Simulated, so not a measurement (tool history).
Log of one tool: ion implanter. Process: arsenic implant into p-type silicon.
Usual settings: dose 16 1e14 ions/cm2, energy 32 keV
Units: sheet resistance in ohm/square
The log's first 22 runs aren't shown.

| run | hour | dose | energy | wafers since the last listed run | hours since the last dose calibration | hours since the extraction supply was calibrated | hours since the gauge calibration | read-back reference wafer on the same gauge, sheet resistance | sheet resistance |
|---|---|---|---|---|---|---|---|---|---|
| 23 | 582.9 | 20.39 | 24 | 885 | 96.8 | 271.5 | 1145.7 | 101.02 | 89.64 |
| 24 | 608.3 | 12.55 | 42 | 637 | 122.2 | 296.9 | 1171.1 | 101.05 | 93.92 |
| 25 | 636.8 | 12.3 | 36 | 715 | 150.7 | 325.4 | 1199.6 | 101.08 | 98.76 |
| 26 | 651.3 | 16 | 32 | 363 | 165.2 | 339.9 | 1214.1 | 101.06 | 89.38 |
| 27 | 679.7 | 16 | 21 | 712 | 193.6 | 368.3 | 1242.5 | 101.05 | 100.68 |
|  | 705.2 | gauge calibrated |
| 28 | 714.9 | 19.78 | 24 | 883 | 228.8 | 403.5 | 9.7 | 101.04 | 90.2 |
| 29 | 747 | 16 | 32 | 805 | 260.9 | 435.6 | 41.8 | 101.09 | 89.31 |
| 30 | 764 | 20.39 | 24 | 426 | 277.9 | 452.6 | 58.8 | 100.98 | 90.33 |
| 31 | 788.7 | 16 | 23 | 619 | 302.6 | 477.3 | 83.5 | 100.94 | 97.76 |
| 32 | 812.4 | 20.28 | 32 | 594 | 326.3 | 501 | 107.2 | 101.13 | 82.34 |
| 33 | 847.5 | 12.34 | 32 | 880 | 361.4 | 536.1 | 142.3 | 101.02 | 100.37 |
| 34 | 873.2 | 20.48 | 24.5 | 644 | 387.1 | 561.8 | 168 | 100.96 | 89.4 |
| 35 | 906.3 | 20.79 | 36.5 | 830 | 420.2 | 594.9 | 201.1 | 101.04 | 77.69 |
| 36 | 918.4 | 16 | 32 | 303 | 432.3 | 607 | 213.2 | 101.08 | 88.91 |
| 37 | 943.5 | 16 | 32 | 629 | 457.4 | 632.1 | 238.3 | 100.99 | 89.08 |
| 38 | 959.1 | 16 | 41.5 | 391 | 473 | 647.7 | 253.9 | 100.95 | 82.63 |

3 ways to go on from here, each from the tool as it stands after run 38. What would each give?
| A | 959.5 | 14.5 | 32 | 10 | 473.4 | 648.1 | 254.3 | ? | ? |
| B | 959.5 | 20.59 | 32 | 10 | 473.4 | 648.1 | 254.3 | ? | ? |
| C | 959.5 | 18.91 | 32 | 10 | 473.4 | 648.1 | 254.3 | ? | ? |

| run | read-back reference wafer on the same gauge, sheet resistance | sheet resistance |
|---|---|---|
| A | 101.02 | 93 |
| B | 101.02 | 81.39 |
| C | 101.02 | 83.68 |
Without the tool's hidden state the same runs would have given:
| run | sheet resistance |
|---|---|
| A | 93.47 |
| B | 81.67 |
| C | 84.01 |
